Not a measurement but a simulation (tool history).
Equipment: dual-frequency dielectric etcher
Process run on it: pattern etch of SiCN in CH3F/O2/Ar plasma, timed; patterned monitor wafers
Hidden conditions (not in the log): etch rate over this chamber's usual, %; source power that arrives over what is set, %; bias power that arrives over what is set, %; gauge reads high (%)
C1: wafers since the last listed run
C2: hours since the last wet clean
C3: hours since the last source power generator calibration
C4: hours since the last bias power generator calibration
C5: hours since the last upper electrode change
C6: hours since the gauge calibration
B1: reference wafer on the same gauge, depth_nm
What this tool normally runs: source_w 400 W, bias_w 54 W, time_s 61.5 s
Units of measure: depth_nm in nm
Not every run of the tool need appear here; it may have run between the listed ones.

run 1 hour=0.0 | source_w=400 bias_w=54 time_s=61.5 | C1=0 C2=353.4 C3=1587.0 C4=3961.5 C5=3616.5 C6=159.4 | B1=19.21 | depth_nm=20.25
run 2 hour=15.3 | source_w=400 bias_w=54 time_s=61.5 | C1=154 C2=368.7 C3=1602.3 C4=3976.8 C5=3631.8 C6=174.7 | B1=19.20 | depth_nm=20.02
run 3 hour=62.1 | source_w=400 bias_w=54 time_s=61.5 | C1=472 C2=415.5 C3=1649.1 C4=4023.6 C5=3678.6 C6=221.5 | B1=19.19 | depth_nm=20.00
run 4 hour=81.2 | source_w=400 bias_w=54 time_s=61.5 | C1=193 C2=434.6 C3=1668.2 C4=4042.7 C5=3697.7 C6=240.6 | B1=19.21 | depth_nm=20.01
run 5 hour=90.9 | source_w=400 bias_w=54 time_s=61.5 | C1=98 C2=444.3 C3=1677.9 C4=4052.4 C5=3707.4 C6=250.3 | B1=19.20 | depth_nm=20.13
-- hour=105.1 gauge calibrated
-- hour=106.5 bias power generator calibrated
run 6 hour=108.4 | source_w=400 bias_w=54 time_s=61.5 | C1=136 C2=461.8 C3=1695.4 C4=1.9 C5=3724.9 C6=3.3 | B1=19.19 | depth_nm=19.96
-- hour=132.4 source power generator calibrated
-- hour=144.6 upper electrode replaced
run 7 hour=145.1 | source_w=400 bias_w=54 time_s=61.5 | C1=208 C2=498.5 C3=12.7 C4=38.6 C5=0.5 C6=40.0 | B1=19.21 | depth_nm=19.85
run 8 hour=145.4 | source_w=400 bias_w=58 time_s=61.5 | C1=3 C2=498.8 C3=13.0 C4=38.9 C5=0.8 C6=40.3 | B1=19.19 | depth_nm=20.22
run 9 hour=185.6 | source_w=400 bias_w=58 time_s=61.5 | C1=406 C2=539.0 C3=53.2 C4=79.1 C5=41.0 C6=80.5 | B1=19.21 | depth_nm=20.18
run 10 hour=193.0 | source_w=400 bias_w=43 time_s=61.5 | C1=74 C2=546.4 C3=60.6 C4=86.5 C5=48.4 C6=87.9 | B1=19.20 | depth_nm=18.81
-- hour=217.8 wet clean of the chamber
run 11 hour=218.3 | source_w=330 bias_w=66 time_s=76.5 | C1=13 C2=0.5 C3=85.9 C4=111.8 C5=73.7 C6=113.2 | B1=19.20 | depth_nm=25.39
run 12 hour=218.6 | source_w=400 bias_w=54 time_s=61.5 | C1=3 C2=0.8 C3=86.2 C4=112.1 C5=74.0 C6=113.5 | B1=19.20 | depth_nm=21.09
run 13 hour=219.0 | source_w=330 bias_w=41 time_s=44.5 | C1=4 C2=1.2 C3=86.6 C4=112.5 C5=74.4 C6=113.9 | B1=19.20 | depth_nm=13.23
run 14 hour=228.0 | source_w=430 bias_w=59 time_s=61.5 | C1=90 C2=10.2 C3=95.6 C4=121.5 C5=83.4 C6=122.9 | B1=19.20 | depth_nm=21.95
run 15 hour=239.7 | source_w=450 bias_w=54 time_s=61.5 | C1=118 C2=21.9 C3=107.3 C4=133.2 C5=95.1 C6=134.6 | B1=19.20 | depth_nm=21.99
run 16 hour=257.5 | source_w=370 bias_w=54 time_s=73.0 | C1=179 C2=39.7 C3=125.1 C4=151.0 C5=112.9 C6=152.4 | B1=19.18 | depth_nm=23.97
run 17 hour=275.2 | source_w=400 bias_w=54 time_s=46.0 | C1=178 C2=57.4 C3=142.8 C4=168.7 C5=130.6 C6=170.1 | B1=19.20 | depth_nm=15.61
run 18 hour=292.6 | source_w=400 bias_w=54 time_s=47.0 | C1=175 C2=74.8 C3=160.2 C4=186.1 C5=148.0 C6=187.5 | B1=19.20 | depth_nm=15.93

How the hidden state differs across the entries between the runs, from the last listed run before each to the first after it:
Between runs 5 and 6: gauge calibrated (hour 105.1); bias power generator calibrated (hour 106.5)
  etch rate over this chamber's usual, %: -4.56 -> -4.71
  measured result minus the result with no hidden state, depth_nm: -0.97 -> -0.99 nm
Between runs 6 and 7: source power generator calibrated (hour 132.4); upper electrode replaced (hour 144.6)
  etch rate over this chamber's usual, %: -4.71 -> -5.01
  measured result minus the result with no hidden state, depth_nm: -0.99 -> -1.04 nm
Between runs 10 and 11: wet clean of the chamber (hour 217.8)
  etch rate over this chamber's usual, %: -5.41 -> 0.35
  measured result minus the result with no hidden state, depth_nm: -1.08 -> +0.09 nm

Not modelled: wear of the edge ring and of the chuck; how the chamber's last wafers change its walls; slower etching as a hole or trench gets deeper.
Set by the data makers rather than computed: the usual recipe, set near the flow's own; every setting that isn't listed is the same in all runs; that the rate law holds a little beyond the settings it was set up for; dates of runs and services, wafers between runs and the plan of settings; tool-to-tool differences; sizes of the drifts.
